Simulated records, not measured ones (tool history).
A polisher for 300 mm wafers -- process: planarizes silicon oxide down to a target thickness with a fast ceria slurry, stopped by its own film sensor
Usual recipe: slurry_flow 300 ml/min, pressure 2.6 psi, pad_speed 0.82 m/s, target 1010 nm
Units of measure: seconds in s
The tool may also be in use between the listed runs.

run    hour  slurry_flow  pressure  pad_speed  target  wafers since the last listed run  wafers polished on this pad  hours since the slurry nozzle was cleaned  hours since the head pressure was calibrated  incoming thickness of the incoming film, nm  seconds
  1     0.0          300       2.6       0.82    1010                                 0                         2534                                      209.4                                         130.1                                       1869.0     58.6
       82.2  -- worn pad replaced by a new one
  2    82.7          300       2.6       0.82    1010                               764                            4                                      292.1                                         212.8                                       1900.7     60.2
  3   155.4          300       2.6       0.82    1010                               706                          711                                      364.8                                         285.5                                       1875.0     59.9
      181.3  -- slurry nozzle cleaned
  4   225.3          300       2.6       0.82    1010                               669                         1381                                       44.0                                         355.4                                       1855.4     58.0
  5   269.4          300       2.6       0.82    1010                               428                         1809                                       88.1                                         399.5                                       1899.9     59.9
  6   370.7          300       2.6       0.82    1010                               984                         2794                                      189.4                                         500.8                                       1884.3     58.6
      415.4  -- head pressure recalibrated
  7   426.1          300       2.6       0.82    1010                               518                         3313                                      244.8                                          10.7                                       1851.5     56.2
      464.1  -- worn pad replaced by a new one
  8   465.6          300       2.6       0.82    1010                               345                           14                                      284.3                                          50.2                                       1864.9     57.3
      521.4  -- slurry nozzle cleaned
  9   663.3          335       2.6       0.82    1010                              1911                         1926                                      141.9                                         247.9                                       1899.2     60.1
 10   702.2          335       2.6       0.82    1010                               378                         2304                                      180.8                                         286.8                                       1857.1     57.7
 11   740.9          335       2.6       0.82    1010                               376                         2680                                      219.5                                         325.5                                       1828.9     54.9
      886.4  -- worn pad replaced by a new one
      907.7  -- slurry nozzle cleaned
      914.2  -- head pressure recalibrated
 12  1044.7          380       2.2       0.82    1010                              2884                         1509                                      137.0                                         130.5                                       1907.8     68.5
 13  1096.8          260       2.6       0.82    1145                               506                         2016                                      189.1                                         182.6                                       1863.9     49.3
 14  1143.1          300       2.6       0.92    1010                               449                         2466                                      235.4                                         228.9                                       1842.3     53.4
 15  1242.0          300       2.3       0.82    1010                               961                         3427                                      334.3                                         327.8                                       1839.5     61.0
     1300.9  -- worn pad replaced by a new one
     1309.4  -- slurry nozzle cleaned
 16  1348.2          300       3.1       0.82    1010                               983                          450                                       38.8                                         434.0                                       1876.2     52.0
 17  1445.2          255       2.6       0.82    1010                               942                         1393                                      135.8                                         531.0                                       1887.3     61.9
     1486.5  -- head pressure recalibrated
 18  1524.2          300       3.3       0.62    1010                               748                         2141                                      214.8                                          37.7                                       1887.8     60.0
 19  1568.1          345       2.6       0.82    1201                               426                         2568                                      258.7                                          81.6                                       1841.8     42.7
 20  1618.5          300       2.6       0.82    1010                               489                         3057                                      309.1                                         132.0                                       1893.2     60.4
     1654.7  -- slurry nozzle cleaned
 21  1698.6          395       2.6       0.54    1165                               768                         3826                                       43.9                                         212.1                                       1838.0     56.2
     1732.2  -- worn pad replaced by a new one
 22  1798.4          300       2.6       0.82    1010                               931                          643                                      143.7                                         311.9                                       1847.7     58.2
 23  1854.9          300       3.3       0.82    1010                               549                         1192                                      200.2                                         368.4                                       1883.9     50.1
 24  1931.9          300       2.6       0.82    1010                               748                         1940                                      277.2                                         445.4                                       1853.4     58.3

Each row is a separate what-if for the run after 24, all from the same tool condition, not one after another. Results?
  A  1932.3          300       2.6       0.82    1010                                 3                         1944                                      277.6                                         445.8                                       1865.8        ?
  B  1932.3          375       2.6       1.02    1010                                 3                         1944                                      277.6                                         445.8                                       1865.8        ?
  C  1932.3          195       3.0       1.10    1010                                 3                         1944                                      277.6                                         445.8                                       1865.8        ?

run  seconds
  A     57.6
  B     49.4
  C     44.5
Had the tool no hidden state, the same runs would have come out as:
run  seconds
  A     57.6
  B     49.4
  C     44.5
